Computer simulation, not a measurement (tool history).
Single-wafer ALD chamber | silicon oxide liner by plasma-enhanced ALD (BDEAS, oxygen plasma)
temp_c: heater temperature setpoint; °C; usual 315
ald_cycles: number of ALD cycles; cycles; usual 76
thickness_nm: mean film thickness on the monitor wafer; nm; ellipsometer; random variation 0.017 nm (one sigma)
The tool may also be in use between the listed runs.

run   hour  temp_c  ald_cycles  read-back reference wafer on the same gauge, thickness_nm  thickness_nm
  1    0.0     315          68                                                      7.128         6.216
  2   26.9     315          68                                                      7.142         6.255
  3   52.6     315          68                                                      7.144         6.238
  4   69.3     315          76                                                      7.154         6.972
  5   92.4     315          76                                                      7.157         7.011
  6  110.6     315          76                                                      7.162         6.988
  7  137.3     315          76                                                      7.173         6.999
     151.1  -- gauge calibrated
  8  173.2     307          76                                                      7.059         6.971
  9  197.1     307          76                                                      7.068         6.991
 10  214.6     315          76                                                      7.067         6.878
 11  236.6     315          76                                                      7.080         6.911
 12  260.3     315          76                                                      7.081         6.925
 13  285.7     303          76                                                      7.098         7.055
 14  311.0     303          76                                                      7.095         7.043
 15  325.0     308          76                                                      7.102         7.044
 16  423.1     315          86                                                      7.131         7.866
 17  452.2     315          76                                                      7.137         7.014
     464.2  -- thermocouple changed; heater temperature recalibrated
 18  466.5     325          91                                                      7.140         8.220
 19  498.4     315          76                                                      7.146         6.973
 20  531.0     315          76                                                      7.167         7.000
 21  565.1     306          80                                                      7.168         7.488
     580.6  -- gauge calibrated
 22  590.8     315          63                                                      7.060         5.707
 23  622.3     315          89                                                      7.068         8.086
 24  655.3     325          85                                                      7.080         7.603
 25  675.6     315          76                                                      7.079         6.944
 26  697.2     315          62                                                      7.093         5.652
 27  723.6     307          65                                                      7.092         5.971
 28  740.2     300          90                                                      7.107         8.500
 29  761.3     300          90                                                      7.110         8.469
 30  795.9     315          76                                                      7.121         6.955

Some steps in thickness_nm between neighbouring runs. How much of each would the tool show without its hidden state too (settings, what came in, random variation), and how much is left for the hidden state, with any gauge scatter that isn't in both results?
The hidden state here: wafer temperature above the value expected at the setpoint (K); gauge reads high (%).
Run 7 -> 8: temp_c 315 -> 307, gauge calibrated. thickness_nm -0.028 nm: hidden state -0.109, all else +0.081.
Run 15 -> 16: temp_c 308 -> 315, ald_cycles 76 -> 86. thickness_nm +0.822 nm: hidden state +0.035, all else +0.787.
Run 21 -> 22: temp_c 306 -> 315, ald_cycles 80 -> 63, gauge calibrated. thickness_nm -1.781 nm: hidden state -0.117, all else -1.664.
Run 22 -> 23: ald_cycles 63 -> 89. thickness_nm +2.379 nm: hidden state +0.010, all else +2.369.
Run 27 -> 28: temp_c 307 -> 300, ald_cycles 65 -> 90. thickness_nm +2.529 nm: hidden state +0.019, all else +2.510.

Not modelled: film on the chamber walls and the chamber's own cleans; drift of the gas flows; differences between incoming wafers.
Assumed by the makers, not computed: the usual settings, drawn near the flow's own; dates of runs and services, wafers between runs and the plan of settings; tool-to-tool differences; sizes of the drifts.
